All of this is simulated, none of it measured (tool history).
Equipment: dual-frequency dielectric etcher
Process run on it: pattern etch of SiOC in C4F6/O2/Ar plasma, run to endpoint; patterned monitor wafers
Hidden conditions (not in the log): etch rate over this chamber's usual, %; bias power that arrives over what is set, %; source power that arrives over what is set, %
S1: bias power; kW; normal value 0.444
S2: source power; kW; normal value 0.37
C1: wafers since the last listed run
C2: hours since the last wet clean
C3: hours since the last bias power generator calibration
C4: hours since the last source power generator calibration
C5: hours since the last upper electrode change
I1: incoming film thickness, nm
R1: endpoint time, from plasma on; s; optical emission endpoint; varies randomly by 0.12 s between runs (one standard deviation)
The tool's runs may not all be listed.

run,hour,S1,S2,C1,C2,C3,C4,C5,I1,R1
1,0,0.444,0.37,0,298.9,768.1,950.4,311.4,39.4,14.3
2,146.3,0.444,0.37,2188,445.2,914.4,1096.7,457.7,39.12,14.1
3,246.1,0.444,0.37,1492,545,1014.2,1196.5,557.5,39.46,14.1
4,338.9,0.444,0.37,1388,637.8,1107,1289.3,650.3,38.99,13.5
5,407.4,0.444,0.37,1024,706.3,1175.5,1357.8,718.8,39.61,13.9
6,469.3,0.444,0.37,925,768.2,1237.4,1419.7,780.7,39.16,13.7
# hour 519.4: wet clean of the chamber
7,519.9,0.444,0.37,397,0.5,1288,1470.3,831.3,39.46,14.9
8,573.2,0.444,0.37,797,53.8,1341.3,1523.6,884.6,39.04,14.2
9,698.4,0.444,0.37,1872,179,1466.5,1648.8,1009.8,39.08,14.2
10,767.4,0.444,0.37,1032,248,1535.5,1717.8,1078.8,38.98,14.4
11,810.9,0.392,0.37,650,291.5,1579,1761.3,1122.3,39.42,15.3
12,889.4,0.392,0.37,1174,370,1657.5,1839.8,1200.8,38.94,15.1
13,968.1,0.392,0.37,1177,448.7,1736.2,1918.5,1279.5,39.36,15.1
14,1035.4,0.444,0.37,1006,516,1803.5,1985.8,1346.8,39.44,14.2
15,1114.4,0.485,0.37,1181,595,1882.5,2064.8,1425.8,38.93,13.2
16,1169.2,0.483,0.31,819,649.8,1937.3,2119.6,1480.6,39.11,13.7
# hour 1347.3: wet clean of the chamber
# hour 1469.6: source power generator calibrated
17,1470.9,0.548,0.37,4093,123.6,2239,1.3,1782.3,39.38,12.8
18,1554.9,0.4,0.42,1256,207.6,2323,85.3,1866.3,39.29,15
19,1643.3,0.41,0.4,1322,296,2411.4,173.7,1954.7,39.02,14.7
20,1692.1,0.487,0.45,729,344.8,2460.2,222.5,2003.5,38.83,12.8
21,1764.9,0.366,0.28,1088,417.6,2533,295.3,2076.3,39.24,16.8
22,1812.8,0.403,0.45,716,465.5,2580.9,343.2,2124.2,39.31,14.4
23,1914.1,0.542,0.3,1515,566.8,2682.2,444.5,2225.5,39.01,13.1
24,1955.1,0.444,0.37,613,607.8,2723.2,485.5,2266.5,38.5,13.4
25,2037.4,0.37,0.46,1231,690.1,2805.5,567.8,2348.8,39.32,14.5
# hour 2078.1: wet clean of the chamber
26,2107.6,0.444,0.37,691,29.5,2875.7,638,2419,39.16,14.2
# hour 2159.8: bias power generator calibrated
27,2175.3,0.35,0.43,952,97.2,15.5,705.7,2486.7,39.51,15.7
# hour 2317.2: upper electrode replaced
28,2404.7,0.531,0.41,3072,326.6,244.9,935.1,87.5,39.38,12.6
29,2490.3,0.542,0.37,1280,412.2,330.5,1020.7,173.1,38.85,12.6
30,2549.2,0.444,0.33,881,471.1,389.4,1079.6,232,38.97,14.1
31,2589.4,0.48,0.33,601,511.3,429.6,1119.8,272.2,38.24,13.3
32,2670.3,0.373,0.32,1210,592.2,510.5,1200.7,353.1,39.31,15.9
# hour 2766.6: wet clean of the chamber
33,2769.3,0.444,0.37,1121,2.7,609.5,1299.7,452.1,39.1,14.6
34,3008.7,0.342,0.37,3580,242.1,848.9,1539.1,691.5,39.23,16.5
35,3078.2,0.342,0.37,1039,311.6,918.4,1608.6,761,39.42,16.7
36,3130.4,0.444,0.37,780,363.8,970.6,1660.8,813.2,39.2,14.2

For each run, what was the tool's unlogged condition?
bias power that arrives over what is set, %: 0 in every run
source power that arrives over what is set, %: 0 in every run
H1: etch rate over this chamber's usual, %
run,H1
1,1.87
2,2.93
3,3.65
4,4.31
5,4.81
6,5.25
7,-0.657
8,-0.273
9,0.629
10,1.13
11,1.44
12,2.01
13,2.57
14,3.06
15,3.63
16,4.02
17,-0.026
18,0.579
19,1.22
20,1.57
21,2.09
22,2.44
23,3.17
24,3.46
25,4.06
26,0.656
27,1.14
28,2.8
29,3.41
30,3.84
31,4.13
32,4.71
33,-0.346
34,1.38
35,1.88
36,2.26
